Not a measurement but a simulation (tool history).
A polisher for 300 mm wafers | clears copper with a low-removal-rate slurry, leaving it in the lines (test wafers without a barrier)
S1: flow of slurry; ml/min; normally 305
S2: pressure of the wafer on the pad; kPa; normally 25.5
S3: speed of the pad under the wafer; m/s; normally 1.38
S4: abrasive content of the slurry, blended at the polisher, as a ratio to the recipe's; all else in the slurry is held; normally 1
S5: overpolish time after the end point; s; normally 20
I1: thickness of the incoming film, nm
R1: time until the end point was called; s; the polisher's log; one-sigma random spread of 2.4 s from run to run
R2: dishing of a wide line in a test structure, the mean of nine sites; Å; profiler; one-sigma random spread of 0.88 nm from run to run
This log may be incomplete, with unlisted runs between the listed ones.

Run 1, hour 0: usual settings; I1 818.1. Result: R1 146.6 s, R2 595 Å.
Run 2, hour 42.8: usual settings; I1 819.4. Result: R1 149.5 s, R2 597 Å.
At hour 48: slurry nozzle cleaned.
Run 3, hour 69.8: usual settings but S3 1.48 m/s; I1 818.2. Result: R1 133.9 s, R2 631 Å.
Run 4, hour 105.4: usual settings but S1 275 ml/min; I1 826.9. Result: R1 148.7 s, R2 601 Å.
Run 5, hour 130.4: usual settings but S1 275 ml/min; I1 825. Result: R1 146.4 s, R2 592 Å.
Run 6, hour 187.9: usual settings but S1 275 ml/min; I1 810.3. Result: R1 153.4 s, R2 588 Å.
At hour 255.8: worn pad replaced by a new one.
Run 7, hour 256.3: usual settings; I1 815.7. Result: R1 147.9 s, R2 596 Å.
Run 8, hour 284.3: usual settings; I1 812.3. Result: R1 145.5 s, R2 600 Å.
Run 9, hour 325.5: usual settings; I1 822. Result: R1 146.3 s, R2 601 Å.
At hour 374: slurry blender recalibrated.
Run 10, hour 389.6: usual settings; I1 829.5. Result: R1 147.5 s, R2 596 Å.
At hour 423.8: slurry nozzle cleaned.
Run 11, hour 458.5: usual settings but S3 1.26 m/s; I1 811. Result: R1 169.4 s, R2 550 Å.
Run 12, hour 524.9: usual settings but S3 1.26 m/s; I1 824.8. Result: R1 174.4 s, R2 539 Å.
At hour 553.8: worn pad replaced by a new one.
At hour 556.4: head pressure recalibrated.
Run 13, hour 575.1: usual settings but S5 23 s; I1 811.1. Result: R1 159.6 s, R2 634 Å.
Run 14, hour 627.4: usual settings but S4 1.25; I1 809.6. Result: R1 154.4 s, R2 584 Å.
Run 15, hour 681: usual settings; I1 823.1. Result: R1 159.7 s, R2 570 Å.
Run 16, hour 711.5: usual settings; I1 803.1. Result: R1 163.7 s, R2 574 Å.
Run 17, hour 736.5: usual settings but S1 370 ml/min; I1 814.7. Result: R1 155.5 s, R2 591 Å.
Run 18, hour 792.8: usual settings but S3 1.72 m/s, S4 1.1; I1 812.5. Result: R1 125.8 s, R2 647 Å.
At hour 837.5: slurry nozzle cleaned, repeated, since the last time left the tool worse.
At hour 873.4: slurry blender recalibrated.
At hour 893.2: worn pad replaced by a new one.
Run 19, hour 1000.2: usual settings; I1 813. Result: R1 147.1 s, R2 600 Å.
Run 20, hour 1048.8: usual settings but S3 1.64 m/s, S5 30 s; I1 805.9. Result: R1 125.9 s, R2 803 Å.
Run 21, hour 1119.7: usual settings; I1 826. Result: R1 154 s, R2 595 Å.
Run 22, hour 1174.8: usual settings; I1 825.9. Result: R1 146.4 s, R2 602 Å.
At hour 1183: head pressure recalibrated.
At hour 1197: slurry nozzle cleaned.
Run 23, hour 1204.2: usual settings; I1 816.5. Result: R1 144.5 s, R2 611 Å.
Run 24, hour 1273.1: usual settings but S3 1.82 m/s; I1 819.7. Result: R1 111.9 s, R2 697 Å.
At hour 1283: worn pad replaced by a new one.
Run 25, hour 1333.5: usual settings but S1 265 ml/min, S3 1.76 m/s; I1 814.5. Result: R1 118.4 s, R2 679 Å.
At hour 1348.5: slurry blender recalibrated.
Run 26, hour 1540.5: usual settings but S1 375 ml/min; I1 827.3. Result: R1 149 s, R2 609 Å.
Run 27, hour 1581.4: usual settings but S2 29.6 kPa, S3 1.06 m/s, S4 1.2, S5 17 s; I1 830. Result: R1 166.1 s, R2 516 Å.
At hour 1604.6: slurry nozzle cleaned.
Run 28, hour 1624.4: usual settings but S1 360 ml/min, S3 1.52 m/s, S4 1.15; I1 808.6. Result: R1 126.1 s, R2 661 Å.

The logged runs with the hidden state left out (each run's random variation unchanged):
Hidden state present: removal rate lost through wear of the pad, %; slurry flow missing at the pad, %; deviation of the head's pressure from its setpoint, %; abrasive missing from the slurry, %.
run     R1   R2
  1  143.2  603
  2  145.9  606
  3  133.4  633
  4  147.4  604
  5  144.6  596
  6  150.8  594
  7  145.1  603
  8  142.6  607
  9  143.3  609
 10  144.3  604
 11  159.1  574
 12  160.8  569
 13  145.7  669
 14  139.7  621
 15  143.7  609
 16  146.9  615
 17  142.1  625
 18  112.4  689
 19  144.8  606
 20  123.7  809
 21    151  602
 22  143.4  609
 23  144.1  612
 24  110.7  701
 25  116.2  685
 26  146.2  616
 27  162.2  525
 28  125.7  662
